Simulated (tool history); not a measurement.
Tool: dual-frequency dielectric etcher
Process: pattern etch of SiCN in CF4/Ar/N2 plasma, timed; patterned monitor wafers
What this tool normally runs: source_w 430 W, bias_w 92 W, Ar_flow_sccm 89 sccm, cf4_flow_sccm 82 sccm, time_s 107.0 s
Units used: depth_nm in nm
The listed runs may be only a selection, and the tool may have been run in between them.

| run | hour | source_w | bias_w | Ar_flow_sccm | cf4_flow_sccm | time_s | wafers since the last listed run | hours since the last wet clean | hours since the last source power generator calibration | hours since the last bias power generator calibration | hours since the last Ar flow controller change | hours since the last CF4 flow controller change | hours since the last upper electrode change | hours since the gauge calibration | read-back reference wafer on the same gauge, depth_nm | depth_nm |
|---|---|---|---|---|---|---|---|---|---|---|---|---|---|---|---|---|
| 1 | 0.0 | 540 | 108 | 89 | 82 | 107.0 | 0 | 183.9 | 1489.4 | 1525.2 | 1586.4 | 260.1 | 5909.7 | 1118.1 | 86.9 | 116.5 |
|  | 14.7 | source power generator calibrated |
| 2 | 29.6 | 430 | 85 | 89 | 70 | 107.0 | 273 | 213.5 | 14.9 | 1554.8 | 1616.0 | 289.7 | 5939.3 | 1147.7 | 87.0 | 87.6 |
|  | 56.8 | Ar flow controller replaced |
| 3 | 63.8 | 430 | 101 | 89 | 90 | 107.0 | 300 | 247.7 | 49.1 | 1589.0 | 7.0 | 323.9 | 5973.5 | 1181.9 | 86.9 | 94.7 |
| 4 | 96.4 | 430 | 92 | 89 | 82 | 107.0 | 347 | 280.3 | 81.7 | 1621.6 | 39.6 | 356.5 | 6006.1 | 1214.5 | 86.6 | 90.2 |
|  | 145.6 | gauge calibrated |
|  | 181.8 | bias power generator calibrated |
| 5 | 182.3 | 380 | 92 | 89 | 95 | 107.0 | 873 | 366.2 | 167.6 | 0.5 | 125.5 | 442.4 | 6092.0 | 36.7 | 90.4 | 86.5 |
| 6 | 209.8 | 430 | 92 | 89 | 82 | 107.0 | 293 | 393.7 | 195.1 | 28.0 | 153.0 | 469.9 | 6119.5 | 64.2 | 90.3 | 93.9 |
| 7 | 241.0 | 460 | 92 | 89 | 82 | 107.0 | 332 | 424.9 | 226.3 | 59.2 | 184.2 | 501.1 | 6150.7 | 95.4 | 90.2 | 100.2 |
| 8 | 265.9 | 430 | 92 | 89 | 82 | 107.0 | 265 | 449.8 | 251.2 | 84.1 | 209.1 | 526.0 | 6175.6 | 120.3 | 90.1 | 94.1 |
|  | 315.3 | upper electrode replaced |
| 9 | 323.8 | 430 | 92 | 89 | 82 | 107.0 | 361 | 507.7 | 309.1 | 142.0 | 267.0 | 583.9 | 8.5 | 178.2 | 89.9 | 93.6 |
| 10 | 344.6 | 480 | 103 | 89 | 82 | 84.5 | 221 | 528.5 | 329.9 | 162.8 | 287.8 | 604.7 | 29.3 | 199.0 | 89.9 | 84.8 |
| 11 | 364.8 | 430 | 92 | 89 | 82 | 107.0 | 215 | 548.7 | 350.1 | 183.0 | 308.0 | 624.9 | 49.5 | 219.2 | 89.7 | 93.0 |
| 12 | 379.7 | 400 | 92 | 89 | 92 | 94.0 | 159 | 563.6 | 365.0 | 197.9 | 322.9 | 639.8 | 64.4 | 234.1 | 89.7 | 77.9 |
|  | 435.4 | wet clean of the chamber |
| 13 | 435.9 | 320 | 104 | 89 | 68 | 107.0 | 343 | 0.5 | 421.2 | 254.1 | 379.1 | 696.0 | 120.6 | 290.3 | 89.3 | 74.2 |
| 14 | 444.3 | 360 | 92 | 89 | 64 | 107.0 | 89 | 8.9 | 429.6 | 262.5 | 387.5 | 704.4 | 129.0 | 298.7 | 89.5 | 77.8 |
| 15 | 456.7 | 430 | 92 | 89 | 89 | 116.0 | 132 | 21.3 | 442.0 | 274.9 | 399.9 | 716.8 | 141.4 | 311.1 | 89.3 | 100.9 |
| 16 | 488.1 | 480 | 92 | 89 | 90 | 107.0 | 335 | 52.7 | 473.4 | 306.3 | 431.3 | 748.2 | 172.8 | 342.5 | 89.3 | 103.0 |
| 17 | 521.7 | 430 | 69 | 89 | 82 | 107.0 | 358 | 86.3 | 507.0 | 339.9 | 464.9 | 781.8 | 206.4 | 376.1 | 89.2 | 83.6 |
| 18 | 551.7 | 430 | 92 | 89 | 87 | 107.0 | 320 | 116.3 | 537.0 | 369.9 | 494.9 | 811.8 | 236.4 | 406.1 | 89.0 | 93.2 |
| 19 | 568.5 | 430 | 112 | 89 | 82 | 124.0 | 179 | 133.1 | 553.8 | 386.7 | 511.7 | 828.6 | 253.2 | 422.9 | 89.0 | 115.3 |
| 20 | 600.6 | 390 | 98 | 109 | 66 | 107.0 | 342 | 165.2 | 585.9 | 418.8 | 543.8 | 860.7 | 285.3 | 455.0 | 88.8 | 83.0 |
| 21 | 622.1 | 430 | 92 | 89 | 82 | 107.0 | 229 | 186.7 | 607.4 | 440.3 | 565.3 | 882.2 | 306.8 | 476.5 | 88.8 | 92.8 |

What differs in the tool's unlogged condition from the final listed run ahead of each entry between runs to the first listed run following it?
In the gap between runs 1 and 2: source power generator calibrated (hour 14.7)
  gauge reads high (%): -3.54 -> -3.66
  measured minus no-state result, depth_nm: -4.3 -> -3.3 nm
In the gap between runs 2 and 3: Ar flow controller replaced (hour 56.8)
  gauge reads high (%): -3.66 -> -3.8
  measured minus no-state result, depth_nm: -3.3 -> -3.7 nm
In the gap between runs 4 and 5: gauge calibrated (hour 145.6); bias power generator calibrated (hour 181.8)
  gauge reads high (%): -3.93 -> 0.205
  measured minus no-state result, depth_nm: -3.6 -> +0.2 nm
In the gap between runs 8 and 9: upper electrode replaced (hour 315.3)
  gauge reads high (%): -0.129 -> -0.361
  measured minus no-state result, depth_nm: -0.2 -> -0.4 nm
In the gap between runs 12 and 13: wet clean of the chamber (hour 435.4)
  gauge reads high (%): -0.584 -> -0.809
  measured minus no-state result, depth_nm: -0.4 -> -0.6 nm
